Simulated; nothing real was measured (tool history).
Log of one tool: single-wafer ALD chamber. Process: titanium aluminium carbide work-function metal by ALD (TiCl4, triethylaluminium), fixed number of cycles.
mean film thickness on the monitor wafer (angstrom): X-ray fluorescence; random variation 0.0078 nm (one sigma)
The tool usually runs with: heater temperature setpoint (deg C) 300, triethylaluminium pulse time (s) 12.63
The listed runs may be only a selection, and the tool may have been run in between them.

run	hour	heater temperature setpoint (deg C)	triethylaluminium pulse time (s)	wafers since the last listed run	hours since the last thermocouple change	hours since the last triethylaluminium bottle change	hours since the showerhead was replaced	hours since the gauge calibration	read-back reference wafer on the same gauge, thickness_nm	mean film thickness on the monitor wafer (angstrom)
1	0.0	300	12.63	0	1221.9	367.0	2122.0	221.3	2.110	19.38
# hour 90.4: triethylaluminium bottle replaced
2	90.9	300	12.63	1157	1312.8	0.5	2212.9	312.2	2.111	20.25
3	145.0	300	12.63	755	1366.9	54.6	2267.0	366.3	2.111	19.99
4	234.6	300	12.63	1250	1456.5	144.2	2356.6	455.9	2.109	19.90
5	313.4	300	12.63	1099	1535.3	223.0	2435.4	534.7	2.111	19.67
# hour 349.7: showerhead replaced, of another model than before
6	383.5	300	12.63	866	1605.4	293.1	33.8	604.8	2.110	19.81
# hour 405.0: gauge calibrated
7	455.1	293	12.63	999	1677.0	364.7	105.4	50.1	2.110	19.16
8	522.3	300	12.63	937	1744.2	431.9	172.6	117.3	2.109	19.55
9	629.6	292	10.43	1497	1851.5	539.2	279.9	224.6	2.111	18.57
# hour 661.6: triethylaluminium bottle replaced
# hour 668.6: thermocouple changed; heater temperature recalibrated
10	669.1	311	10.54	341	0.5	7.5	319.4	264.1	2.110	20.83
11	705.4	300	16.98	506	36.8	43.8	355.7	300.4	2.111	20.24
12	776.0	309	9.74	985	107.4	114.4	426.3	371.0	2.110	20.16
13	872.4	293	9.85	1345	203.8	210.8	522.7	467.4	2.110	18.84
# hour 982.4: gauge calibrated
14	1017.5	300	11.04	2025	348.9	355.9	667.8	35.1	2.113	19.53

What if the next run were any one of these 5? Each begins from the tool's condition after run 14:
A	1017.9	300	12.63	5	349.3	356.3	668.2	35.5	?	?
B	1017.9	300	16.68	5	349.3	356.3	668.2	35.5	?	?
C	1017.9	292	12.63	5	349.3	356.3	668.2	35.5	?	?
D	1017.9	300	14.66	5	349.3	356.3	668.2	35.5	?	?
E	1017.9	295	12.63	5	349.3	356.3	668.2	35.5	?	?

run	read-back reference wafer on the same gauge, thickness_nm	mean film thickness on the monitor wafer (angstrom)
A	2.109	19.67
B	2.109	20.06
C	2.109	19.07
D	2.109	19.91
E	2.109	19.30
Had the tool no hidden state, the same runs would have come out as:
run	mean film thickness on the monitor wafer (angstrom)
A	20.08
B	20.26
C	19.47
D	20.19
E	19.70
